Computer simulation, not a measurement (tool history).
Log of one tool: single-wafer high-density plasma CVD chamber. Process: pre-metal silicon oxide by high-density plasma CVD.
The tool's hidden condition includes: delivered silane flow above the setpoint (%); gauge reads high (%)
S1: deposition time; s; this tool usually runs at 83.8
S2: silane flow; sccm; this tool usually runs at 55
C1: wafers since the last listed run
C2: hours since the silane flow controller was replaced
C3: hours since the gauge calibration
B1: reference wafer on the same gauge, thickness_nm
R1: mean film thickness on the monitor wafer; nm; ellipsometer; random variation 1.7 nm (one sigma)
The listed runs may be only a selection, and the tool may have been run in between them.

run	hour	S1	S2	C1	C2	C3	B1	R1
1	0.0	83.8	55	0	2254.1	100.5	372.022	454.535
2	83.9	83.8	55	1280	2338.0	184.4	371.971	454.481
3	186.9	83.8	55	1571	2441.0	287.4	372.076	456.891
4	259.0	83.8	55	1100	2513.1	359.5	371.871	458.797
5	361.1	83.8	55	1558	2615.2	461.6	372.026	457.862
6	455.4	83.8	53	1439	2709.5	555.9	372.072	440.499
7	505.3	83.8	53	761	2759.4	605.8	371.915	442.828
8	586.1	76.9	55	1233	2840.2	686.6	372.041	418.458
9	667.1	76.9	55	1236	2921.2	767.6	371.931	417.251
10	744.5	76.9	55	1181	2998.6	845.0	371.623	424.351
11	837.3	83.8	50	1416	3091.4	937.8	371.959	417.825
12	1027.7	83.8	55	2905	3281.8	1128.2	371.992	462.832
13	1099.7	88.5	50	1098	3353.8	1200.2	372.054	445.665
14	1171.2	88.5	50	1091	3425.3	1271.7	372.071	445.850
15	1262.5	93.9	55	1393	3516.6	1363.0	372.079	515.328
16	1327.6	83.8	55	993	3581.7	1428.1	372.096	463.937
17	1387.1	95.4	63	908	3641.2	1487.6	371.780	605.643
18	1460.8	97.7	60	1124	3714.9	1561.3	371.888	585.550
19	1526.7	83.8	49	1005	3780.8	1627.2	371.969	413.226
# hour 1542.0: silane flow controller replaced
# hour 1586.6: gauge calibrated
20	1608.8	88.2	51	1130	66.8	22.2	371.943	418.421
21	1706.1	83.8	55	1485	164.1	119.5	371.893	429.506
22	1771.1	83.8	55	992	229.1	184.5	371.938	425.058
23	1822.2	83.8	55	779	280.2	235.6	372.133	429.980
24	1898.4	75.9	52	1162	356.4	311.8	371.678	366.966
25	1970.6	67.7	63	1101	428.6	384.0	372.139	394.193
# hour 2019.0: silane flow controller replaced, repeated, since the last time left the tool worse
26	2022.5	99.2	55	670	3.5	435.9	371.862	532.491
27	2063.8	70.9	61	630	44.8	477.2	371.793	420.132
28	2313.4	78.3	62	3809	294.4	726.8	372.083	473.953
29	2360.0	68.6	49	711	341.0	773.4	371.906	330.568

Describe how what the log doesn't record of the tool's condition differs between the last listed run preceding each entry between runs and the first listed run following it.
In the gap between runs 19 and 20: silane flow controller replaced (hour 1542.0); gauge calibrated (hour 1586.6)
  delivered silane flow above the setpoint (%): 2.85 -> -5.25
  difference, measured minus the result without the unlogged condition, R1: +11.026 -> -22.223 nm
In the gap between runs 25 and 26: silane flow controller replaced, repeated, since the last time left the tool worse (hour 2019.0)
  delivered silane flow above the setpoint (%): -5.22 -> -0.000724
  difference, measured minus the result without the unlogged condition, R1: -20.802 -> -0.004 nm
